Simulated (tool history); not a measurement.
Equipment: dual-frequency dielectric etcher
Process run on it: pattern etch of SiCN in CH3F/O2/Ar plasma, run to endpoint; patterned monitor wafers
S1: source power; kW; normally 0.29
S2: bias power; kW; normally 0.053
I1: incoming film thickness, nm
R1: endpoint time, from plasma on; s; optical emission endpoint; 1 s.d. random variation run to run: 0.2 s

run	day	S1	S2	I1	R1
1	0	0.29	0.053	8.67	29
2	0.688	0.24	0.056	8.72	30.7
3	1.212	0.24	0.056	8.65	30.7
4	1.704	0.29	0.053	8.7	29.2
5	2.075	0.29	0.053	8.65	28.2
6	2.508	0.29	0.053	8.71	28.7
7	2.967	0.29	0.044	8.71	30.2
8	3.338	0.29	0.044	8.72	30.2
9	3.871	0.34	0.053	8.72	27.1
10	4.608	0.29	0.053	8.69	28.9
11	5.317	0.29	0.053	8.55	27.9
12	6.038	0.29	0.053	8.7	28.6
13	6.708	0.29	0.053	8.68	28.4
14	7.383	0.29	0.053	8.67	28.3
# day 7.792: bias power generator calibrated
15	7.9	0.29	0.053	8.76	28.8
16	8.404	0.29	0.053	8.73	28.3
17	8.696	0.34	0.04	8.7	28.9
18	9.254	0.34	0.04	8.62	28.9
19	9.938	0.24	0.053	8.75	30.7
20	10.529	0.36	0.047	8.68	26.8
21	11.25	0.35	0.053	8.71	26
22	11.542	0.29	0.053	8.69	28.1
# day 11.829: source power generator calibrated
23	12.262	0.29	0.053	8.77	28.4
24	12.517	0.36	0.053	8.65	25.6
# day 13.846: upper electrode replaced
# day 14.321: wet clean of the chamber
25	14.342	0.33	0.062	8.78	26.9
26	14.408	0.24	0.046	8.63	32.8
27	14.758	0.24	0.062	8.71	30.3
28	15.396	0.29	0.044	8.68	31.1
29	15.917	0.29	0.041	8.68	31.8
30	16.204	0.29	0.065	8.59	27.3
31	16.85	0.23	0.049	8.65	32.9
32	17.35	0.34	0.049	8.53	27.4
33	17.746	0.36	0.061	8.75	25.8
34	18.371	0.29	0.048	8.64	30
35	18.633	0.23	0.061	8.67	31.1

Here are 5 independent what-if runs from the current tool condition. What would each one return?
A	18.65	0.29	0.059	8.62	?
B	18.65	0.34	0.044	8.62	?
C	18.65	0.31	0.056	8.62	?
D	18.65	0.25	0.045	8.62	?
E	18.65	0.24	0.044	8.62	?

run	R1
A	28.3
B	28.9
C	28
D	32.7
E	33.5
Without the tool's hidden state the same runs would have given:
run	R1
A	28.4
B	29
C	28.1
D	32.8
E	33.6

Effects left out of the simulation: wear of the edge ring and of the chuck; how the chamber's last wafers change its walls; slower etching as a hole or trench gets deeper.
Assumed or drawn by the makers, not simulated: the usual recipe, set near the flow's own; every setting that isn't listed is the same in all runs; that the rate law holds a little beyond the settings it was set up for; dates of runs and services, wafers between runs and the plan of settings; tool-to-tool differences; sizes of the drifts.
